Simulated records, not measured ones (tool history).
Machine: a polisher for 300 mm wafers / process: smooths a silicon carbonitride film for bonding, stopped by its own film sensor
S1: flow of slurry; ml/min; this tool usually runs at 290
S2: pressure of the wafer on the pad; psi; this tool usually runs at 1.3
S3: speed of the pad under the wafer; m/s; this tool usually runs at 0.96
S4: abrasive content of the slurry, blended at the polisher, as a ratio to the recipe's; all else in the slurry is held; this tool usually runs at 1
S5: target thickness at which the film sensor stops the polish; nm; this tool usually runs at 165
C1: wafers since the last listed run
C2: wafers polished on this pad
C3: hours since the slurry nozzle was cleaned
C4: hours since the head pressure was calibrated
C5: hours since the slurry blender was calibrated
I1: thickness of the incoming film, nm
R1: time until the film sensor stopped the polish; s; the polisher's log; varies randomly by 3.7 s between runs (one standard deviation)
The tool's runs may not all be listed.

run   hour   S1   S2    S3   S4   S5   C1    C2     C3     C4     C5     I1     R1
  1      0  290  1.3  0.96    1  165    0   111  798.1  280.2  186.5  189.6  202.8
  2    8.7  290  1.3  0.96    1  165   56   168  806.8  288.9  195.2  191.4  211.9
  3   25.9  290  1.3  0.96    1  165  111   279    824  306.1  212.4  190.8  211.8
  4   33.4  290  1.3  0.96    1  165   48   328  831.5  313.6  219.9  191.5  225.5
  5   44.5  290  1.3  0.96    1  165   71   400  842.6  324.7    231  185.9  173.1
  6   50.7  290  1.3  0.96    1  165   40   440  848.8  330.9  237.2  190.1  210.9
  7   60.4  290  1.3  0.96    1  165   62   503  858.5  340.6  246.9  191.5  213.6
  8   70.8  290  1.3  0.96    1  165   67   570  868.9    351  257.3  186.9  185.2
  9   86.1  290  1.3  0.96    1  165   99   670  884.2  366.3  272.6  186.8  187.9
 10   98.8  290  1.3  0.96    1  165   82   752  896.9    379  285.3  189.6  200.6
     118.9  -- head pressure recalibrated
     153.1  -- slurry nozzle cleaned
 11  153.6  290  1.3  0.96    1  165  335  1088    0.5   34.7  340.1  188.5  200.3
       169  -- worn pad replaced by a new one
 12  183.1  290  1.3  1.12    1  165  165    91     30   64.2  369.6  192.4  213.3
     196.7  -- slurry blender recalibrated
 13  197.2  290  1.3  0.96    1  165   78   169   44.1   78.3    0.5  188.7  187.2
 14  205.9  290    1  1.08    1  159   56   226   52.8     87    9.2  190.2    266
 15  213.4  290  1.3  0.96    1  165   48   274   60.3   94.5   16.7  189.1  184.4
 16  223.3  360  1.5  0.66    1  161   64   338   70.2  104.4   26.6  192.7  260.7
 17  235.4  290  1.3  0.96  1.3  165   78   417   82.3  116.5   38.7    188  151.2
 18  247.4  290  1.3  0.84    1  171   77   495   94.3  128.5   50.7  188.3    144
 19    264  290    1  0.96    1  173  107   602  110.9  145.1   67.3  190.2  162.5
 20    276  290  1.6  0.96    1  165   77   680  122.9  157.1   79.3  189.5  172.3

3 ways to go on from here, each from the tool as it stands after run 20. What would each give?
  A  276.5  290  1.3  0.96     1  165   3  683  123.4  157.6  79.8  193.2   ?
  B  276.5  290  1.3  0.96  1.25  159   3  683  123.4  157.6  79.8  193.2   ?
  C  276.5  290  1.3  0.96   1.3  173   3  683  123.4  157.6  79.8  193.2   ?

run     R1
  A  224.5
  B  233.7
  C    135
Take away the tool's hidden state, keep each run's random variation, and the runs would have read:
run     R1
  A  216.4
  B  226.9
  C  131.2

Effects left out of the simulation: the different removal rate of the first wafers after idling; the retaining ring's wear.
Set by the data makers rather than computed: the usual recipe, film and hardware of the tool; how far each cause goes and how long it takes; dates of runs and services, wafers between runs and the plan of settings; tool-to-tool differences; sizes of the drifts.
